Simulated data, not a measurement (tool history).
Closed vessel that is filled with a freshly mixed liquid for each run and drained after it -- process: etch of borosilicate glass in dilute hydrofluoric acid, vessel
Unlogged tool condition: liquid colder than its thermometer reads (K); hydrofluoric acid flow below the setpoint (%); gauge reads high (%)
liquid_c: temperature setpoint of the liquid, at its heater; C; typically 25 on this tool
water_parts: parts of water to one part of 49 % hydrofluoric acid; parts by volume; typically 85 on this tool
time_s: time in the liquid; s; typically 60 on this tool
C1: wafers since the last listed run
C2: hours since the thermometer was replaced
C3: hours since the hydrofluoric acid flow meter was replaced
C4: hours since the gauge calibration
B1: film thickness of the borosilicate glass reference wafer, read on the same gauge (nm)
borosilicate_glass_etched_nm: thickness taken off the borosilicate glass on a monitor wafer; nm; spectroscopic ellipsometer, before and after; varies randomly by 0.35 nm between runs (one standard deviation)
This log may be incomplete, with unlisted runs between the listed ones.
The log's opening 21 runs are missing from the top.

At day 45.942: gauge calibrated.
Run 22, day 45.954: usual settings; C1 4085; C2 346.7; C3 643.7; C4 0.3; B1 139.82. Result: borosilicate_glass_etched_nm 35.83 nm.
Run 23, day 47.283: usual settings but liquid_c 22 C; C1 2627; C2 378.6; C3 675.6; C4 32.2; B1 139.33. Result: borosilicate_glass_etched_nm 31.3 nm.
Run 24, day 53.5: usual settings but water_parts 50 parts by volume, time_s 80 s; C1 12290; C2 527.8; C3 824.8; C4 181.4; B1 137.07. Result: borosilicate_glass_etched_nm 83.41 nm.
At day 54.792: thermometer replaced.
Run 25, day 54.838: usual settings but water_parts 105 parts by volume; C1 2561; C2 1.1; C3 856.9; C4 213.5; B1 136.65. Result: borosilicate_glass_etched_nm 27.58 nm.
Run 26, day 56.542: usual settings but water_parts 115 parts by volume, time_s 85 s; C1 3369; C2 42; C3 897.8; C4 254.4; B1 136.16. Result: borosilicate_glass_etched_nm 34.93 nm.
Run 27, day 58.65: usual settings but water_parts 75 parts by volume; C1 4168; C2 92.6; C3 948.4; C4 305; B1 135.62. Result: borosilicate_glass_etched_nm 39.75 nm.
Run 28, day 61.471: usual settings but liquid_c 21 C, water_parts 110 parts by volume, time_s 80 s; C1 5576; C2 160.3; C3 1016.1; C4 372.7; B1 134.89. Result: borosilicate_glass_etched_nm 29.66 nm.
Run 29, day 63.117: usual settings but liquid_c 21 C; C1 3253; C2 199.8; C3 1055.6; C4 412.2; B1 134.56. Result: borosilicate_glass_etched_nm 29.34 nm.
Run 30, day 64.683: usual settings but liquid_c 20.5 C, time_s 80 s; C1 3097; C2 237.4; C3 1093.2; C4 449.8; B1 134.2. Result: borosilicate_glass_etched_nm 37.87 nm.
Run 31, day 70.304: usual settings; C1 11112; C2 372.3; C3 1228.1; C4 584.7; B1 133.22. Result: borosilicate_glass_etched_nm 34.07 nm.
Run 32, day 72.017: usual settings but liquid_c 21.5 C; C1 3385; C2 413.4; C3 1269.2; C4 625.8; B1 132.91. Result: borosilicate_glass_etched_nm 30.06 nm.

Forecast each of these 5 alternatives for the next run:
Run A, day 72.046: usual settings; C1 57; C2 414.1; C3 1269.9; C4 626.5; B1 ?. Result: borosilicate_glass_etched_nm ?.
Run B, day 72.046: usual settings but liquid_c 29.5 C, water_parts 60 parts by volume; C1 57; C2 414.1; C3 1269.9; C4 626.5; B1 ?. Result: borosilicate_glass_etched_nm ?.
Run C, day 72.046: usual settings but time_s 80 s; C1 57; C2 414.1; C3 1269.9; C4 626.5; B1 ?. Result: borosilicate_glass_etched_nm ?.
Run D, day 72.046: usual settings but liquid_c 23.5 C, water_parts 50 parts by volume, time_s 75 s; C1 57; C2 414.1; C3 1269.9; C4 626.5; B1 ?. Result: borosilicate_glass_etched_nm ?.
Run E, day 72.046: usual settings but water_parts 65 parts by volume; C1 57; C2 414.1; C3 1269.9; C4 626.5; B1 ?. Result: borosilicate_glass_etched_nm ?.

run      B1  borosilicate_glass_etched_nm
  A  132.93                         33.44
  B  132.93                         58.55
  C  132.93                         44.59
  D  132.93                         69.99
  E  132.93                         44.89
Without the tool's hidden state the same runs would have given:
run  borosilicate_glass_etched_nm
  A                         35.22
  B                         61.66
  C                         46.96
  D                         73.71
  E                         47.28
